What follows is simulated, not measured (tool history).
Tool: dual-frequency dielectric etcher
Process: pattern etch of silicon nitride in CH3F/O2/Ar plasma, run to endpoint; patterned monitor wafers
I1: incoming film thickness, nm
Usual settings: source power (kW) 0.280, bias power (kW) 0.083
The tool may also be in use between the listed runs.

run 1 hour=0.0 | source_power_(kW)=0.280 bias_power_(kW)=0.090 | I1=23.99 | endpoint_time_(s)=37.7
run 2 hour=25.4 | source_power_(kW)=0.280 bias_power_(kW)=0.075 | I1=24.01 | endpoint_time_(s)=40.2
run 3 hour=89.2 | source_power_(kW)=0.280 bias_power_(kW)=0.083 | I1=24.47 | endpoint_time_(s)=39.7
run 4 hour=111.5 | source_power_(kW)=0.280 bias_power_(kW)=0.083 | I1=24.01 | endpoint_time_(s)=38.9
-- hour=143.9 wet clean of the chamber
run 5 hour=144.4 | source_power_(kW)=0.280 bias_power_(kW)=0.083 | I1=24.33 | endpoint_time_(s)=38.9
run 6 hour=178.7 | source_power_(kW)=0.280 bias_power_(kW)=0.083 | I1=24.34 | endpoint_time_(s)=38.9
run 7 hour=205.2 | source_power_(kW)=0.280 bias_power_(kW)=0.095 | I1=24.31 | endpoint_time_(s)=37.1
-- hour=225.9 source power generator calibrated
-- hour=261.7 upper electrode replaced
run 8 hour=262.2 | source_power_(kW)=0.280 bias_power_(kW)=0.083 | I1=24.14 | endpoint_time_(s)=38.7
run 9 hour=262.5 | source_power_(kW)=0.250 bias_power_(kW)=0.094 | I1=24.20 | endpoint_time_(s)=38.1
-- hour=268.7 bias power generator calibrated
run 10 hour=280.8 | source_power_(kW)=0.280 bias_power_(kW)=0.072 | I1=24.44 | endpoint_time_(s)=41.1
run 11 hour=297.9 | source_power_(kW)=0.230 bias_power_(kW)=0.074 | I1=24.27 | endpoint_time_(s)=41.9
run 12 hour=321.0 | source_power_(kW)=0.280 bias_power_(kW)=0.090 | I1=24.20 | endpoint_time_(s)=37.8
run 13 hour=334.5 | source_power_(kW)=0.330 bias_power_(kW)=0.093 | I1=24.25 | endpoint_time_(s)=36.4
run 14 hour=350.4 | source_power_(kW)=0.280 bias_power_(kW)=0.083 | I1=24.10 | endpoint_time_(s)=39.0
run 15 hour=383.4 | source_power_(kW)=0.280 bias_power_(kW)=0.094 | I1=24.42 | endpoint_time_(s)=37.7
run 16 hour=400.4 | source_power_(kW)=0.320 bias_power_(kW)=0.064 | I1=24.03 | endpoint_time_(s)=41.2

What the log doesn't show, run by run:
source power that arrives over what is set, %: 0 in every run
bias power that arrives over what is set, %: 0 in every run
H1: etch rate over this chamber's usual, %
run=1 H1=-1.4
run=2 H1=-1.48
run=3 H1=-1.7
run=4 H1=-1.78
run=5 H1=-0.226
run=6 H1=-0.342
run=7 H1=-0.431
run=8 H1=-0.624
run=9 H1=-0.625
run=10 H1=-0.687
run=11 H1=-0.745
run=12 H1=-0.823
run=13 H1=-0.869
run=14 H1=-0.922
run=15 H1=-1.03
run=16 H1=-1.09
